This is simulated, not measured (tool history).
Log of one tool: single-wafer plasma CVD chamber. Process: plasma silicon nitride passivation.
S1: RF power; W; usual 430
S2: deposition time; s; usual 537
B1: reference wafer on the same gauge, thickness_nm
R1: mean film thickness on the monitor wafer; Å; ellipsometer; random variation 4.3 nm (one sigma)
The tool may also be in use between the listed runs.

| run | hour | S1 | S2 | B1 | R1 |
|---|---|---|---|---|---|
| 1 | 0 | 430 | 480 | 729.071 | 7137.71 |
| 2 | 42.5 | 430 | 480 | 728.396 | 7054.55 |
| 3 | 143.9 | 430 | 480 | 728.765 | 7108.33 |
| 4 | 193.2 | 430 | 509 | 728.769 | 7412.64 |
| 5 | 279.3 | 430 | 537 | 728.603 | 7953.09 |
| 6 | 385 | 430 | 537 | 729.023 | 7888.04 |
| 7 | 466.9 | 430 | 609 | 729.477 | 9012.82 |
| 8 | 548.4 | 430 | 537 | 728.513 | 7925.94 |
|  | 632.5 | RF generator calibrated |
| 9 | 651.6 | 430 | 537 | 729.334 | 7894.08 |
|  | 733.5 | showerhead replaced |
| 10 | 740.2 | 430 | 537 | 729.522 | 7959.38 |
| 11 | 799.9 | 390 | 537 | 729.118 | 7673.26 |
|  | 857.8 | gauge calibrated |
| 12 | 876 | 385 | 620 | 728.589 | 8800.95 |
| 13 | 980.4 | 385 | 565 | 729.335 | 7933.39 |
| 14 | 1078.9 | 430 | 480 | 728.352 | 7069.72 |
| 15 | 1176 | 405 | 582 | 729.11 | 8447.45 |
| 16 | 1224.2 | 430 | 598 | 729.109 | 8840.31 |
| 17 | 1309.1 | 430 | 445 | 728.833 | 6573.24 |
| 18 | 1406.4 | 365 | 537 | 728.76 | 7515.42 |
| 19 | 1505.8 | 430 | 448 | 729.349 | 6580.2 |
| 20 | 1582.9 | 405 | 436 | 729.083 | 6274.21 |
| 21 | 1626.5 | 430 | 537 | 729.176 | 7922.68 |
| 22 | 1710.7 | 390 | 435 | 728.994 | 6243.4 |

Forecast each of these 5 alternatives for the next run:
| A | 1711.2 | 370 | 537 | ? | ? |
| B | 1711.2 | 380 | 569 | ? | ? |
| C | 1711.2 | 490 | 447 | ? | ? |
| D | 1711.2 | 475 | 589 | ? | ? |
| E | 1711.2 | 390 | 482 | ? | ? |

| run | B1 | R1 |
|---|---|---|
| A | 729.581 | 7548.05 |
| B | 729.581 | 8067.29 |
| C | 729.581 | 6876.21 |
| D | 729.581 | 8971.34 |
| E | 729.581 | 6891.47 |
Without the tool's hidden state the same runs would have given:
| run | R1 |
|---|---|
| A | 7548.05 |
| B | 8067.29 |
| C | 6876.21 |
| D | 8971.34 |
| E | 6891.47 |
